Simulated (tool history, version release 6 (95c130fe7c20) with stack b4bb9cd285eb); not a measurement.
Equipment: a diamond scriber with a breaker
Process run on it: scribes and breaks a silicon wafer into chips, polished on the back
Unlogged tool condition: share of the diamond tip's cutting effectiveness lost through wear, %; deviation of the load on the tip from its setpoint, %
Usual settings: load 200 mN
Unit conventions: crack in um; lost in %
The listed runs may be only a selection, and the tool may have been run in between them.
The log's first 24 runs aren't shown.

run    hour  load  wafers since the last listed run  hours since the diamond tip was replaced  hours since the load on the tip was calibrated  incoming depth of the damage left on the back of the incoming wafer, um  crack  lost
     2794.1  -- diamond tip replaced by a new one
 25  2843.7   248                               117                                      49.6                                           516.9                                                                     0.02   8.76  1.99
 26  2944.8   237                               134                                     150.7                                             618                                                                     0.03   8.64  1.64
 27  3017.4   155                                96                                     223.3                                           690.6                                                                     0.02   6.86  2.75
 28  3119.8   241                               136                                     325.7                                             793                                                                     0.03    8.6  1.61
 29  3212.3   227                               123                                     418.2                                           885.5                                                                     0.01   8.27  1.23
 30  3259.4   235                                62                                     465.3                                           932.6                                                                     0.03   8.43  1.31
 31  3522.5   250                               350                                     728.4                                          1195.7                                                                     0.05   8.59  1.81
 32  3802.8   200                               373                                    1008.7                                            1476                                                                     0.04   7.59  1.18
     3847.8  -- diamond tip replaced by a new one
     4003.9  -- load on the tip recalibrated
 33  4037.3   223                               306                                     189.5                                            33.4                                                                     0.05   8.44  1.29
 34  4084.5   200                                62                                     236.7                                            80.6                                                                     0.02   8.12  0.91
 35  4183.6   240                               131                                     335.8                                           179.7                                                                     0.05   8.54  1.77
 36  4252.7   200                                92                                     404.9                                           248.8                                                                     0.01   7.89  0.95
 37  4307.7   230                                73                                     459.9                                           303.8                                                                     0.02   8.75  1.54
 38    4344   145                                48                                     496.2                                           340.1                                                                     0.04   6.75  3.26
 39  4389.2   220                                60                                     541.4                                           385.3                                                                     0.04   8.36  1.14
 40  4493.2   176                               138                                     645.4                                           489.3                                                                     0.02   7.39  1.34
 41  4543.9   222                                67                                     696.1                                             540                                                                     0.03   8.32  1.25
 42  4638.8   200                               126                                       791                                           634.9                                                                     0.03   8.07  0.92

Consider 3 possible next runs. They are alternatives, not a sequence: every one starts from the tool as it was left by run 42. What does each give?
  A  4639.4   200                                 0                                     791.6                                           635.5                                                                     0.04      ?     ?
  B  4639.4   159                                 0                                     791.6                                           635.5                                                                     0.04      ?     ?
  C  4639.4   169                                 0                                     791.6                                           635.5                                                                     0.04      ?     ?

run  crack  lost
  A    7.9   0.9
  B   7.08  2.09
  C   7.28  1.57
With no hidden state in the tool, these same runs would have given:
run  crack  lost
  A   7.94  0.89
  B   7.11     2
  C   7.32   1.5
